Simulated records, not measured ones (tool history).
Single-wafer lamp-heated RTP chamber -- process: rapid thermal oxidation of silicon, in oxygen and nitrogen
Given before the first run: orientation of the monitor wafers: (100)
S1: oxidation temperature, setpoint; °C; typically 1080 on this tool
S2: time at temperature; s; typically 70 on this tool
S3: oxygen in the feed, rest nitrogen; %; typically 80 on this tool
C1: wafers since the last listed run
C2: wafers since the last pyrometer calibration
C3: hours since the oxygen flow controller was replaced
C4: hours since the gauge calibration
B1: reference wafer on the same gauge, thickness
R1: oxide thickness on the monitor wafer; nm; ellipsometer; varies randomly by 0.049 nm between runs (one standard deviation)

{"run": 1, "day": 0.0, "S1": 1080, "S2": 70, "S3": 91, "C1": 0, "C2": 4980, "C3": 6875.3, "C4": 355.1, "B1": 10.31, "R1": 11.723}
{"day": 0.204, "done": "gauge calibrated"}
{"run": 2, "day": 1.221, "S1": 1080, "S2": 70, "S3": 91, "C1": 146, "C2": 5126, "C3": 6904.6, "C4": 24.4, "B1": 10.114, "R1": 11.576}
{"run": 3, "day": 1.783, "S1": 1080, "S2": 70, "S3": 91, "C1": 67, "C2": 5194, "C3": 6918.1, "C4": 37.9, "B1": 10.128, "R1": 11.556}
{"run": 4, "day": 3.083, "S1": 1080, "S2": 70, "S3": 80, "C1": 155, "C2": 5350, "C3": 6949.3, "C4": 69.1, "B1": 10.156, "R1": 11.103}
{"run": 5, "day": 4.317, "S1": 1091, "S2": 70, "S3": 80, "C1": 147, "C2": 5497, "C3": 6978.9, "C4": 98.7, "B1": 10.153, "R1": 11.912}
{"run": 6, "day": 5.05, "S1": 1091, "S2": 70, "S3": 80, "C1": 87, "C2": 5585, "C3": 6996.5, "C4": 116.3, "B1": 10.205, "R1": 11.871}
{"run": 7, "day": 6.042, "S1": 1071, "S2": 93, "S3": 80, "C1": 118, "C2": 5704, "C3": 7020.3, "C4": 140.1, "B1": 10.191, "R1": 11.887}
{"run": 8, "day": 7.438, "S1": 1071, "S2": 93, "S3": 80, "C1": 167, "C2": 5872, "C3": 7053.8, "C4": 173.6, "B1": 10.214, "R1": 11.92}
{"run": 9, "day": 8.492, "S1": 1080, "S2": 70, "S3": 98, "C1": 126, "C2": 5998, "C3": 7079.1, "C4": 198.9, "B1": 10.197, "R1": 11.948}
{"run": 10, "day": 9.288, "S1": 1080, "S2": 70, "S3": 80, "C1": 95, "C2": 6094, "C3": 7098.2, "C4": 218, "B1": 10.213, "R1": 11.12}
{"run": 11, "day": 10.529, "S1": 1080, "S2": 70, "S3": 80, "C1": 148, "C2": 6243, "C3": 7128, "C4": 247.8, "B1": 10.221, "R1": 11.156}
{"day": 11.1, "done": "pyrometer window cleaned and pyrometer calibrated"}
{"run": 12, "day": 11.204, "S1": 1080, "S2": 70, "S3": 80, "C1": 40, "C2": 12, "C3": 7144.2, "C4": 264, "B1": 10.24, "R1": 11.116}
{"run": 13, "day": 13.821, "S1": 1080, "S2": 70, "S3": 80, "C1": 313, "C2": 326, "C3": 7207, "C4": 326.8, "B1": 10.238, "R1": 11.161}
{"day": 14.408, "done": "oxygen flow controller replaced"}
{"run": 14, "day": 15.083, "S1": 1061, "S2": 88, "S3": 80, "C1": 111, "C2": 437, "C3": 16.2, "C4": 357.1, "B1": 10.236, "R1": 11.02}
{"run": 15, "day": 16.075, "S1": 1080, "S2": 70, "S3": 80, "C1": 118, "C2": 556, "C3": 40, "C4": 380.9, "B1": 10.239, "R1": 11.2}
{"day": 16.362, "done": "gauge calibrated"}
{"run": 16, "day": 16.767, "S1": 1080, "S2": 86, "S3": 80, "C1": 82, "C2": 639, "C3": 56.6, "C4": 9.7, "B1": 10.123, "R1": 12.122}
{"run": 17, "day": 17.867, "S1": 1104, "S2": 70, "S3": 98, "C1": 131, "C2": 771, "C3": 83, "C4": 36.1, "B1": 10.158, "R1": 13.836}
{"run": 18, "day": 18.392, "S1": 1080, "S2": 70, "S3": 80, "C1": 62, "C2": 834, "C3": 95.6, "C4": 48.7, "B1": 10.177, "R1": 11.052}
{"run": 19, "day": 19.388, "S1": 1068, "S2": 70, "S3": 80, "C1": 119, "C2": 954, "C3": 119.5, "C4": 72.6, "B1": 10.185, "R1": 10.257}
{"run": 20, "day": 19.946, "S1": 1061, "S2": 88, "S3": 80, "C1": 66, "C2": 1020, "C3": 132.9, "C4": 86, "B1": 10.222, "R1": 10.913}
{"run": 21, "day": 20.642, "S1": 1080, "S2": 70, "S3": 64, "C1": 83, "C2": 1104, "C3": 149.6, "C4": 102.7, "B1": 10.219, "R1": 10.286}
{"run": 22, "day": 21.842, "S1": 1102, "S2": 47, "S3": 56, "C1": 143, "C2": 1248, "C3": 178.4, "C4": 131.5, "B1": 10.223, "R1": 9.471}
{"run": 23, "day": 22.988, "S1": 1080, "S2": 101, "S3": 80, "C1": 137, "C2": 1385, "C3": 205.9, "C4": 159, "B1": 10.24, "R1": 13.191}
{"run": 24, "day": 26.696, "S1": 1080, "S2": 70, "S3": 53, "C1": 444, "C2": 1830, "C3": 294.9, "C4": 248, "B1": 10.278, "R1": 9.592}

Pick out some run-to-run changes in R1. Of each, how much would a tool without hidden state show as well, from the settings, what came in and chance, and how much is left for the hidden state and any gauge scatter not in both results compared?
Hidden conditions of the tool in this case: true wafer temperature minus pyrometer reading, K; deviation of the oxygen flow from its setpoint, %; gauge reads high (%).
Run 1 -> 2: gauge calibrated. R1 -0.147 nm: hidden state -0.207, all else +0.06.
Run 15 -> 16: S2 70 -> 86, gauge calibrated. R1 +0.922 nm: hidden state -0.121, all else +1.043.
Run 22 -> 23: S1 1102 -> 1080, S2 47 -> 101, S3 56 -> 80. R1 +3.72 nm: hidden state +0.058, all else +3.662.
Run 23 -> 24: S2 101 -> 70, S3 80 -> 53. R1 -3.599 nm: hidden state -0.024, all else -3.575.
